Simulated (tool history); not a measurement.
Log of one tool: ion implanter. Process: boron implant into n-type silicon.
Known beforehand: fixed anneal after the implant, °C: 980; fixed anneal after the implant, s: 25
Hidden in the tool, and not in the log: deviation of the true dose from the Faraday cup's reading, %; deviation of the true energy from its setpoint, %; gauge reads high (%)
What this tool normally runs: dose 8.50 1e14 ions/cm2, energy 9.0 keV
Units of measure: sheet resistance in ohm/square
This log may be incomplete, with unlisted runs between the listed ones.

| run | hour | dose | energy | wafers since the last listed run | hours since the last dose calibration | hours since the extraction supply was calibrated | hours since the gauge calibration | read-back reference wafer on the same gauge, sheet resistance | sheet resistance |
|---|---|---|---|---|---|---|---|---|---|
| 1 | 0.0 | 8.50 | 9.0 | 0 | 692.1 | 5156.7 | 252.2 | 156.90 | 172.07 |
| 2 | 13.5 | 8.50 | 9.0 | 274 | 705.6 | 5170.2 | 265.7 | 157.01 | 172.24 |
| 3 | 31.1 | 8.50 | 9.0 | 358 | 723.2 | 5187.8 | 283.3 | 157.03 | 171.94 |
| 4 | 37.7 | 8.50 | 9.0 | 134 | 729.8 | 5194.4 | 289.9 | 156.94 | 172.30 |
| 5 | 45.6 | 8.50 | 9.0 | 160 | 737.7 | 5202.3 | 297.8 | 157.10 | 172.13 |
| 6 | 62.1 | 9.94 | 9.0 | 336 | 754.2 | 5218.8 | 314.3 | 157.02 | 156.83 |
| 7 | 71.2 | 9.94 | 9.0 | 185 | 763.3 | 5227.9 | 323.4 | 157.05 | 156.41 |
| 8 | 88.3 | 9.94 | 9.0 | 348 | 780.4 | 5245.0 | 340.5 | 156.97 | 156.89 |
| 9 | 95.4 | 8.50 | 9.0 | 144 | 787.5 | 5252.1 | 347.6 | 156.98 | 171.81 |
| 10 | 106.5 | 8.50 | 9.0 | 226 | 798.6 | 5263.2 | 358.7 | 156.92 | 172.04 |
| 11 | 119.5 | 8.50 | 9.0 | 264 | 811.6 | 5276.2 | 371.7 | 157.02 | 172.28 |
| 12 | 136.0 | 8.50 | 7.0 | 336 | 828.1 | 5292.7 | 388.2 | 157.04 | 182.15 |
| 13 | 151.1 | 8.50 | 7.0 | 307 | 843.2 | 5307.8 | 403.3 | 156.93 | 182.09 |
|  | 166.4 | Faraday cup replaced and dose calibrated |
| 14 | 166.9 | 8.50 | 9.0 | 158 | 0.5 | 5323.6 | 419.1 | 157.00 | 169.53 |
| 15 | 176.1 | 8.50 | 9.0 | 187 | 9.7 | 5332.8 | 428.3 | 157.03 | 169.52 |
| 16 | 188.4 | 8.50 | 9.0 | 250 | 22.0 | 5345.1 | 440.6 | 157.02 | 170.00 |
| 17 | 199.0 | 10.90 | 11.0 | 215 | 32.6 | 5355.7 | 451.2 | 156.94 | 140.68 |
| 18 | 209.4 | 8.50 | 7.5 | 211 | 43.0 | 5366.1 | 461.6 | 156.97 | 176.51 |
| 19 | 226.6 | 9.38 | 10.0 | 350 | 60.2 | 5383.3 | 478.8 | 156.96 | 156.67 |
|  | 239.8 | extraction supply calibrated |
| 20 | 241.1 | 10.99 | 7.5 | 132 | 74.7 | 1.3 | 493.3 | 157.02 | 156.19 |
| 21 | 256.4 | 9.84 | 10.0 | 311 | 90.0 | 16.6 | 508.6 | 157.04 | 152.66 |
| 22 | 263.1 | 7.22 | 7.5 | 136 | 96.7 | 23.3 | 515.3 | 156.93 | 195.59 |
| 23 | 271.2 | 8.50 | 10.0 | 164 | 104.8 | 31.4 | 523.4 | 157.11 | 167.11 |
| 24 | 283.2 | 8.50 | 9.0 | 244 | 116.8 | 43.4 | 535.4 | 156.99 | 170.21 |
|  | 290.1 | gauge calibrated |
| 25 | 300.4 | 8.50 | 9.0 | 350 | 134.0 | 60.6 | 10.3 | 157.09 | 170.85 |
| 26 | 308.8 | 6.75 | 11.5 | 171 | 142.4 | 69.0 | 18.7 | 156.97 | 194.31 |
| 27 | 323.8 | 8.50 | 9.0 | 305 | 157.4 | 84.0 | 33.7 | 156.98 | 170.44 |
| 28 | 340.0 | 10.82 | 10.5 | 329 | 173.6 | 100.2 | 49.9 | 157.00 | 143.50 |
| 29 | 346.7 | 6.75 | 11.5 | 136 | 180.3 | 106.9 | 56.6 | 156.99 | 194.93 |
| 30 | 356.1 | 7.67 | 9.0 | 191 | 189.7 | 116.3 | 66.0 | 156.98 | 182.76 |
| 31 | 367.6 | 8.50 | 9.0 | 234 | 201.2 | 127.8 | 77.5 | 156.93 | 170.85 |
| 32 | 396.7 | 6.73 | 10.5 | 592 | 230.3 | 156.9 | 106.6 | 157.03 | 197.66 |
| 33 | 440.5 | 8.50 | 9.0 | 891 | 274.1 | 200.7 | 150.4 | 156.94 | 171.16 |
| 34 | 446.9 | 6.75 | 11.5 | 130 | 280.5 | 207.1 | 156.8 | 157.03 | 194.97 |
| 35 | 456.6 | 8.50 | 9.0 | 197 | 290.2 | 216.8 | 166.5 | 157.07 | 171.23 |
| 36 | 469.7 | 8.50 | 11.5 | 266 | 303.3 | 229.9 | 179.6 | 156.97 | 164.35 |

Pick out some run-to-run changes in sheet resistance. Of each, how much would a tool without hidden state show as well, from the settings, what came in and chance, and how much is left for the hidden state and any gauge scatter not in both results compared?
Run 13 -> 14: energy 7.0 -> 9.0, Faraday cup replaced and dose calibrated. sheet resistance -12.56 ohm/square: hidden state -2.37, all else -10.19.
Run 17 -> 18: dose 10.90 -> 8.50, energy 11.0 -> 7.5. sheet resistance +35.83 ohm/square: hidden state +0.12, all else +35.71.
Run 21 -> 22: dose 9.84 -> 7.22, energy 10.0 -> 7.5. sheet resistance +42.93 ohm/square: hidden state +0.27, all else +42.66.
Run 28 -> 29: dose 10.82 -> 6.75, energy 10.5 -> 11.5. sheet resistance +51.43 ohm/square: hidden state +0.76, all else +50.67.
Run 31 -> 32: dose 8.50 -> 6.73, energy 9.0 -> 10.5. sheet resistance +26.81 ohm/square: hidden state +0.63, all else +26.18.

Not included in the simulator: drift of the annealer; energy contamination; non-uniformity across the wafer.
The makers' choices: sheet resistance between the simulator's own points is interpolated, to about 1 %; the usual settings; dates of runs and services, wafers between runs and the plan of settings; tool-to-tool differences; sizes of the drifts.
